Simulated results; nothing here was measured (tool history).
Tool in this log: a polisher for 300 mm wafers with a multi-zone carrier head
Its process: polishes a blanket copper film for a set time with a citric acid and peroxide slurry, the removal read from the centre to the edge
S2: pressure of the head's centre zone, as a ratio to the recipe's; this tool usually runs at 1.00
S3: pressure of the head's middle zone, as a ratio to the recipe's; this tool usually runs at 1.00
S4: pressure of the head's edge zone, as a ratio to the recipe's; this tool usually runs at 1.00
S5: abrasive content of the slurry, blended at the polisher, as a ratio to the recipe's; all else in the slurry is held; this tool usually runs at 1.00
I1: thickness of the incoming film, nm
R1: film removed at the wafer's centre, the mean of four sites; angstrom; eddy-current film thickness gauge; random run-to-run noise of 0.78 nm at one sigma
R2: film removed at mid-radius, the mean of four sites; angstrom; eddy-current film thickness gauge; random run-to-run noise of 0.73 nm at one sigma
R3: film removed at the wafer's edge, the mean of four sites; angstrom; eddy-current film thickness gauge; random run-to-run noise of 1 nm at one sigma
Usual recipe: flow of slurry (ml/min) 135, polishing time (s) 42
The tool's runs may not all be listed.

{"run": 1, "hour": 0.0, "flow of slurry (ml/min)": 135, "S2": 1.0, "S3": 1.0, "S4": 1.0, "S5": 1.0, "polishing time (s)": 42, "I1": 651.1, "R1": 898, "R2": 885, "R3": 907}
{"run": 2, "hour": 33.3, "flow of slurry (ml/min)": 135, "S2": 1.0, "S3": 1.0, "S4": 1.0, "S5": 1.0, "polishing time (s)": 42, "I1": 647.1, "R1": 880, "R2": 887, "R3": 909}
{"hour": 41.6, "done": "worn pad replaced by a new one"}
{"run": 3, "hour": 104.5, "flow of slurry (ml/min)": 165, "S2": 1.0, "S3": 0.97, "S4": 1.0, "S5": 1.0, "polishing time (s)": 47, "I1": 644.9, "R1": 1115, "R2": 1054, "R3": 1117}
{"run": 4, "hour": 152.9, "flow of slurry (ml/min)": 135, "S2": 1.0, "S3": 1.0, "S4": 1.0, "S5": 1.0, "polishing time (s)": 30, "I1": 642.3, "R1": 654, "R2": 654, "R3": 684}
{"run": 5, "hour": 210.2, "flow of slurry (ml/min)": 135, "S2": 1.0, "S3": 1.0, "S4": 1.0, "S5": 0.8, "polishing time (s)": 42, "I1": 643.0, "R1": 851, "R2": 830, "R3": 880}
{"run": 6, "hour": 246.4, "flow of slurry (ml/min)": 110, "S2": 1.0, "S3": 1.0, "S4": 1.0, "S5": 1.0, "polishing time (s)": 42, "I1": 638.1, "R1": 854, "R2": 843, "R3": 904}
{"hour": 321.7, "done": "slurry nozzle cleaned"}
{"run": 7, "hour": 386.4, "flow of slurry (ml/min)": 135, "S2": 1.06, "S3": 1.0, "S4": 1.0, "S5": 1.0, "polishing time (s)": 50, "I1": 633.0, "R1": 1111, "R2": 1049, "R3": 1080}
{"hour": 471.8, "done": "worn pad replaced by a new one"}
{"run": 8, "hour": 516.9, "flow of slurry (ml/min)": 135, "S2": 1.0, "S3": 1.0, "S4": 1.0, "S5": 1.0, "polishing time (s)": 42, "I1": 641.0, "R1": 946, "R2": 943, "R3": 981}
{"run": 9, "hour": 564.3, "flow of slurry (ml/min)": 135, "S2": 1.0, "S3": 1.0, "S4": 1.0, "S5": 1.0, "polishing time (s)": 42, "I1": 633.2, "R1": 935, "R2": 932, "R3": 969}
{"hour": 577.0, "done": "edge zone pressure recalibrated"}
{"run": 10, "hour": 626.6, "flow of slurry (ml/min)": 135, "S2": 1.0, "S3": 0.94, "S4": 1.0, "S5": 1.0, "polishing time (s)": 48, "I1": 641.8, "R1": 1020, "R2": 1004, "R3": 1111}
{"run": 11, "hour": 682.9, "flow of slurry (ml/min)": 135, "S2": 1.0, "S3": 1.0, "S4": 0.89, "S5": 1.0, "polishing time (s)": 54, "I1": 633.1, "R1": 1135, "R2": 1156, "R3": 1141}
{"run": 12, "hour": 726.9, "flow of slurry (ml/min)": 135, "S2": 0.9, "S3": 0.96, "S4": 1.0, "S5": 1.0, "polishing time (s)": 42, "I1": 642.2, "R1": 786, "R2": 861, "R3": 939}
{"run": 13, "hour": 789.0, "flow of slurry (ml/min)": 105, "S2": 0.95, "S3": 1.04, "S4": 1.0, "S5": 1.25, "polishing time (s)": 42, "I1": 636.0, "R1": 830, "R2": 906, "R3": 937}
{"hour": 805.4, "done": "slurry nozzle cleaned"}
{"run": 14, "hour": 852.1, "flow of slurry (ml/min)": 135, "S2": 0.92, "S3": 1.0, "S4": 0.92, "S5": 0.75, "polishing time (s)": 49, "I1": 632.5, "R1": 829, "R2": 940, "R3": 957}
{"run": 15, "hour": 892.1, "flow of slurry (ml/min)": 135, "S2": 1.0, "S3": 0.89, "S4": 1.0, "S5": 1.0, "polishing time (s)": 30, "I1": 644.7, "R1": 613, "R2": 583, "R3": 659}
{"run": 16, "hour": 951.1, "flow of slurry (ml/min)": 135, "S2": 1.1, "S3": 1.0, "S4": 1.0, "S5": 1.0, "polishing time (s)": 42, "I1": 639.9, "R1": 922, "R2": 869, "R3": 919}
{"run": 17, "hour": 1009.9, "flow of slurry (ml/min)": 150, "S2": 1.0, "S3": 1.0, "S4": 1.0, "S5": 1.1, "polishing time (s)": 42, "I1": 649.5, "R1": 886, "R2": 940, "R3": 963}
{"hour": 1021.3, "done": "centre zone pressure recalibrated"}
{"hour": 1022.0, "done": "worn pad replaced by a new one"}
{"run": 18, "hour": 1045.4, "flow of slurry (ml/min)": 135, "S2": 1.0, "S3": 1.0, "S4": 1.07, "S5": 1.0, "polishing time (s)": 42, "I1": 641.0, "R1": 969, "R2": 952, "R3": 1025}
{"run": 19, "hour": 1095.4, "flow of slurry (ml/min)": 135, "S2": 1.0, "S3": 1.0, "S4": 1.0, "S5": 1.0, "polishing time (s)": 42, "I1": 649.4, "R1": 951, "R2": 944, "R3": 997}
{"run": 20, "hour": 1140.3, "flow of slurry (ml/min)": 135, "S2": 1.0, "S3": 1.0, "S4": 1.04, "S5": 1.2, "polishing time (s)": 50, "I1": 638.9, "R1": 1158, "R2": 1159, "R3": 1255}
{"hour": 1150.6, "done": "carrier head's membrane replaced by a new one"}
{"run": 21, "hour": 1184.3, "flow of slurry (ml/min)": 115, "S2": 1.0, "S3": 1.0, "S4": 1.05, "S5": 1.0, "polishing time (s)": 34, "I1": 639.7, "R1": 707, "R2": 713, "R3": 762}

Below are 4 alternative next runs, each starting from the tool's condition after run 21. Predict each:
{"run": "A", "hour": 1184.7, "flow of slurry (ml/min)": 135, "S2": 1.0, "S3": 1.0, "S4": 1.0, "S5": 1.0, "polishing time (s)": 42, "I1": 634.3, "R1": "?", "R2": "?", "R3": "?"}
{"run": "B", "hour": 1184.7, "flow of slurry (ml/min)": 135, "S2": 1.0, "S3": 1.0, "S4": 1.05, "S5": 1.0, "polishing time (s)": 42, "I1": 634.3, "R1": "?", "R2": "?", "R3": "?"}
{"run": "C", "hour": 1184.7, "flow of slurry (ml/min)": 155, "S2": 1.0, "S3": 1.12, "S4": 1.0, "S5": 1.0, "polishing time (s)": 37, "I1": 634.3, "R1": "?", "R2": "?", "R3": "?"}
{"run": "D", "hour": 1184.7, "flow of slurry (ml/min)": 135, "S2": 1.0, "S3": 1.0, "S4": 1.1, "S5": 0.85, "polishing time (s)": 50, "I1": 634.3, "R1": "?", "R2": "?", "R3": "?"}

run=A R1=914 R2=915 R3=958
run=B R1=914 R2=915 R3=979
run=C R1=833 R2=900 R3=861
run=D R1=1033 R2=1034 R3=1129
Without the tool's unlogged condition, the same runs would have read:
run=A R1=980 R2=980 R3=1026
run=B R1=980 R2=979 R3=1048
run=C R1=893 R2=964 R3=922
run=D R1=1107 R2=1107 R3=1209
